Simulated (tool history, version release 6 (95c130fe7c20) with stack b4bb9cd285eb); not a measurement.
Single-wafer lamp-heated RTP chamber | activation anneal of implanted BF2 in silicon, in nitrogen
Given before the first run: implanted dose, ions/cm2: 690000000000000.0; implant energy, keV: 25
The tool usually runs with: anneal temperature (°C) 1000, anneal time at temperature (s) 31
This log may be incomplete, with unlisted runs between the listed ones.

run   hour  anneal temperature (°C)  anneal time at temperature (s)  wafers since the last listed run  wafers since the last pyrometer calibration  wafers since the reflector plate was cleaned  hours since the gauge calibration  read-back reference wafer on the same gauge, sheet resistance  sheet resistance of the implanted and annealed layer (ohm/square)
  1      0                     1000                              27                                 0                                         4717                                           641                                333                                                         241.94                                                             206.69
  2   24.1                     1000                              27                               300                                         5017                                           941                              357.1                                                          241.8                                                             208.06
  3   92.3                      983                              31                               849                                         5866                                          1790                              425.3                                                          241.8                                                             216.16
  4    128                      983                              31                               444                                         6311                                          2234                                461                                                         241.85                                                             215.56
  5  179.7                      983                              31                               643                                         6955                                          2878                              512.7                                                         242.16                                                             215.71
  6  233.6                     1000                              35                               671                                         7626                                          3549                              566.6                                                         241.99                                                             202.32
     268.6  -- pyrometer window cleaned and pyrometer calibrated
  7  271.5                     1000                              35                               372                                           36                                          3921                              604.5                                                         241.93                                                             201.54
  8  308.4                     1000                              31                               459                                          495                                          4380                              641.4                                                         242.05                                                             203.01
     352.3  -- reflector plate cleaned
  9  352.8                     1000                              31                               453                                          948                                             5                              685.8                                                         242.07                                                              206.4
 10  394.5                      990                              15                               519                                         1467                                           524                              727.5                                                         242.08                                                             221.17
 11  424.3                     1028                              13                               370                                         1838                                           895                              757.3                                                         241.96                                                              201.8
     432.8  -- gauge calibrated
 12  493.1                     1027                              31                               856                                         2695                                          1752                               60.3                                                         242.07                                                             192.14
 13    543                      974                              42                               621                                         3316                                          2373                              110.2                                                         241.91                                                             218.88
 14  590.4                     1000                              23                               590                                         3906                                          2963                              157.6                                                         241.98                                                                207
 15  617.5                      985                              14                               337                                         4243                                          3301                              184.7                                                         241.68                                                             224.23
 16  645.5                     1000                              31                               348                                         4592                                          3649                              212.7                                                         242.02                                                             202.93

What if the next run were any one of these 4? Each begins from the tool's condition after run 16:
  A  645.9                     1010                              31                                 4                                         4597                                          3654                              213.1                                                              ?                                                                  ?
  B  645.9                      981                              31                                 4                                         4597                                          3654                              213.1                                                              ?                                                                  ?
  C  645.9                     1013                              23                                 4                                         4597                                          3654                              213.1                                                              ?                                                                  ?
  D  645.9                     1000                              24                                 4                                         4597                                          3654                              213.1                                                              ?                                                                  ?

run  read-back reference wafer on the same gauge, sheet resistance  sheet resistance of the implanted and annealed layer (ohm/square)
  A                                                          241.8                                                             197.87
  B                                                          241.8                                                              216.3
  C                                                          241.8                                                             199.87
  D                                                          241.8                                                             206.27
The same runs, with their run-to-run variation unchanged, on a tool lacking any hidden condition would have given:
run  sheet resistance of the implanted and annealed layer (ohm/square)
  A                                                             200.71
  B                                                                221
  C                                                             202.64
  D                                                             209.83

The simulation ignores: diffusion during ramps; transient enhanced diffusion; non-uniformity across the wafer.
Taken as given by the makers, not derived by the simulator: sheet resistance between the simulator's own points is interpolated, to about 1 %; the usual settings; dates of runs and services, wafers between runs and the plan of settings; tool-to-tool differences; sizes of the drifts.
